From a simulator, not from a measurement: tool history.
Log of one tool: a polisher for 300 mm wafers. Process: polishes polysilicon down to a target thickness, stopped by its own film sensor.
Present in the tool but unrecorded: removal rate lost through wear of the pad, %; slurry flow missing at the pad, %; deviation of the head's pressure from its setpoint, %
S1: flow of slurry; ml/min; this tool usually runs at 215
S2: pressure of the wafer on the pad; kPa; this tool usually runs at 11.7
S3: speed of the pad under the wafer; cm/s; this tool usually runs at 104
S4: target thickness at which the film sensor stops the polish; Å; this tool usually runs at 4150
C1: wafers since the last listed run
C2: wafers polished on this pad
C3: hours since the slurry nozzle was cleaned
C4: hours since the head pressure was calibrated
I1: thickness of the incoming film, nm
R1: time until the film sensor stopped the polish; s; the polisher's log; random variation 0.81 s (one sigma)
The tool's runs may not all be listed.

run 1 hour=0 | S1=215 S2=11.7 S3=104 S4=4150 | C1=0 C2=63 C3=281.7 C4=107.9 | I1=705.6 | R1=53.7
-- hour=31.3 slurry nozzle cleaned
run 2 hour=34.3 | S1=215 S2=11.7 S3=104 S4=4150 | C1=355 C2=419 C3=3 C4=142.2 | I1=716.8 | R1=56.9
run 3 hour=67.2 | S1=215 S2=11.7 S3=104 S4=4150 | C1=351 C2=771 C3=35.9 C4=175.1 | I1=721.1 | R1=59.7
run 4 hour=97.1 | S1=215 S2=11.7 S3=104 S4=3660 | C1=319 C2=1090 C3=65.8 C4=205 | I1=713.4 | R1=67.2
run 5 hour=117 | S1=215 S2=11.7 S3=104 S4=3660 | C1=212 C2=1303 C3=85.7 C4=224.9 | I1=703.7 | R1=68.5
run 6 hour=138.7 | S1=215 S2=11.7 S3=104 S4=3920 | C1=231 C2=1535 C3=107.4 C4=246.6 | I1=708.9 | R1=66.3
run 7 hour=160.5 | S1=215 S2=11.7 S3=104 S4=3920 | C1=232 C2=1768 C3=129.2 C4=268.4 | I1=708.5 | R1=70.1
-- hour=171.6 worn pad replaced by a new one
run 8 hour=180.2 | S1=215 S2=11.7 S3=104 S4=3920 | C1=167 C2=92 C3=148.9 C4=288.1 | I1=710.7 | R1=62
run 9 hour=199 | S1=215 S2=11.7 S3=82 S4=4150 | C1=200 C2=293 C3=167.7 C4=306.9 | I1=712 | R1=72.6
run 10 hour=216 | S1=215 S2=11.7 S3=82 S4=4150 | C1=181 C2=474 C3=184.7 C4=323.9 | I1=718.6 | R1=74
run 11 hour=228.8 | S1=215 S2=11.7 S3=104 S4=4150 | C1=136 C2=611 C3=197.5 C4=336.7 | I1=715.6 | R1=58.7
run 12 hour=250.2 | S1=195 S2=11.7 S3=104 S4=4150 | C1=228 C2=840 C3=218.9 C4=358.1 | I1=709.1 | R1=60
-- hour=277.9 head pressure recalibrated
run 13 hour=278.4 | S1=195 S2=11.7 S3=104 S4=4150 | C1=279 C2=1120 C3=247.1 C4=0.5 | I1=718 | R1=58.6
-- hour=281.1 slurry nozzle cleaned
run 14 hour=299.9 | S1=195 S2=11.7 S3=104 S4=4150 | C1=219 C2=1339 C3=18.8 C4=22 | I1=707.6 | R1=56.4
-- hour=335.1 worn pad replaced by a new one
run 15 hour=335.6 | S1=215 S2=13.1 S3=104 S4=4150 | C1=338 C2=5 C3=54.5 C4=57.7 | I1=710.5 | R1=47.2
run 16 hour=363.9 | S1=215 S2=13.1 S3=104 S4=4150 | C1=302 C2=308 C3=82.8 C4=86 | I1=713.5 | R1=50.2
run 17 hour=381.4 | S1=215 S2=13.1 S3=104 S4=4150 | C1=187 C2=495 C3=100.3 C4=103.5 | I1=699.4 | R1=46.8
run 18 hour=410.1 | S1=215 S2=11.7 S3=104 S4=4150 | C1=306 C2=801 C3=129 C4=132.2 | I1=700.1 | R1=52.6
run 19 hour=426.9 | S1=215 S2=9 S3=104 S4=3840 | C1=179 C2=981 C3=145.8 C4=149 | I1=701.6 | R1=78.3
run 20 hour=455.1 | S1=215 S2=11.7 S3=122 S4=4150 | C1=301 C2=1282 C3=174 C4=177.2 | I1=716.4 | R1=49.8
run 21 hour=468 | S1=215 S2=11.7 S3=138 S4=4150 | C1=137 C2=1420 C3=186.9 C4=190.1 | I1=703.1 | R1=42.8
run 22 hour=497.8 | S1=190 S2=11.7 S3=104 S4=3380 | C1=318 C2=1738 C3=216.7 C4=219.9 | I1=707.4 | R1=78.1
run 23 hour=510 | S1=185 S2=11.7 S3=104 S4=4150 | C1=130 C2=1869 C3=228.9 C4=232.1 | I1=706.5 | R1=63
-- hour=514.5 worn pad replaced by a new one
run 24 hour=538.5 | S1=215 S2=11.7 S3=126 S4=4150 | C1=261 C2=255 C3=257.4 C4=260.6 | I1=704.8 | R1=44.9
run 25 hour=571.6 | S1=215 S2=11.7 S3=124 S4=4940 | C1=353 C2=609 C3=290.5 C4=293.7 | I1=699.3 | R1=33.1
-- hour=583.6 slurry nozzle cleaned
run 26 hour=596.3 | S1=215 S2=11.7 S3=122 S4=4150 | C1=253 C2=862 C3=12.7 C4=318.4 | I1=703.6 | R1=49.3
run 27 hour=629.5 | S1=215 S2=14.5 S3=76 S4=4150 | C1=354 C2=1217 C3=45.9 C4=351.6 | I1=715.1 | R1=66.7
-- hour=651.7 head pressure recalibrated
run 28 hour=657.7 | S1=215 S2=11.7 S3=104 S4=4150 | C1=279 C2=1497 C3=74.1 C4=6 | I1=705.6 | R1=56.2
run 29 hour=680.2 | S1=215 S2=11.7 S3=104 S4=4150 | C1=240 C2=1738 C3=96.6 C4=28.5 | I1=712.7 | R1=58.7
-- hour=702.2 worn pad replaced by a new one
run 30 hour=715.6 | S1=275 S2=11.7 S3=104 S4=4150 | C1=335 C2=143 C3=132 C4=63.9 | I1=708.8 | R1=50.2
run 31 hour=748.7 | S1=215 S2=11.7 S3=104 S4=4730 | C1=353 C2=497 C3=165.1 C4=97 | I1=712.3 | R1=44.2
run 32 hour=766.2 | S1=150 S2=15.9 S3=136 S4=3590 | C1=187 C2=684 C3=182.6 C4=114.5 | I1=718.9 | R1=39.1
run 33 hour=799.3 | S1=155 S2=8.3 S3=88 S4=3490 | C1=353 C2=1038 C3=215.7 C4=147.6 | I1=707.8 | R1=116.3
run 34 hour=823.4 | S1=215 S2=14.5 S3=70 S4=4150 | C1=257 C2=1295 C3=239.8 C4=171.7 | I1=699.3 | R1=66

Pick out some run-to-run changes in R1. Of each, how much would a tool without hidden state show as well, from the settings, what came in and chance, and how much is left for the hidden state and any gauge scatter not in both results compared?
Run 7 -> 8: worn pad replaced by a new one. R1 -8.1 s: hidden state -8.3, all else +0.2.
Run 21 -> 22: S1 215 -> 190, S3 138 -> 104, S4 4150 -> 3380. R1 +35.3 s: hidden state +7.3, all else +28.
Run 23 -> 24: S1 185 -> 215, S3 104 -> 126, worn pad replaced by a new one. R1 -18.1 s: hidden state -8.1, all else -10.
Run 32 -> 33: S1 150 -> 155, S2 15.9 -> 8.3, S3 136 -> 88, S4 3590 -> 3490. R1 +77.2 s: hidden state +5.8, all else +71.4.
Run 33 -> 34: S1 155 -> 215, S2 8.3 -> 14.5, S3 88 -> 70, S4 3490 -> 4150. R1 -50.3 s: hidden state -1.3, all else -49.
